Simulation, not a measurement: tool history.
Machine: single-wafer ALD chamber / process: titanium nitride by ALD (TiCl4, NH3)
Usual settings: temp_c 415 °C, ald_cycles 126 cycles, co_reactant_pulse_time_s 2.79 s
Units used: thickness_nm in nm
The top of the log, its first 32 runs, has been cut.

run    hour  temp_c  ald_cycles  co_reactant_pulse_time_s  read-back reference wafer on the same gauge, thickness_nm  thickness_nm
 33   884.1     415         151                      3.28                                                      3.016         3.636
 34   906.1     421         107                      2.10                                                      3.023         2.538
 35   940.7     415         119                      2.79                                                      3.020         2.862
 36   956.7     415         126                      1.86                                                      3.018         2.948
 37   975.5     415         126                      2.79                                                      3.014         3.013
 38   995.3     415         126                      2.79                                                      3.019         2.997
     1006.9  -- gauge calibrated
 39  1019.7     415         126                      2.79                                                      3.019         2.994
 40  1050.9     422         134                      2.79                                                      3.018         3.193
 41  1081.2     415         126                      2.79                                                      3.015         3.014

3 options for the next run, each taken on its own from the tool as it stands now. Forecast them:
  A  1081.9     415         126                      1.85                                                          ?             ?
  B  1081.9     415         126                      2.12                                                          ?             ?
  C  1081.9     427         135                      3.26                                                          ?             ?

run  read-back reference wafer on the same gauge, thickness_nm  thickness_nm
  A                                                      3.017         2.964
  B                                                      3.017         2.982
  C                                                      3.017         3.247
What these runs would have given with no unlogged condition in the tool:
run  thickness_nm
  A         2.964
  B         2.982
  C         3.247

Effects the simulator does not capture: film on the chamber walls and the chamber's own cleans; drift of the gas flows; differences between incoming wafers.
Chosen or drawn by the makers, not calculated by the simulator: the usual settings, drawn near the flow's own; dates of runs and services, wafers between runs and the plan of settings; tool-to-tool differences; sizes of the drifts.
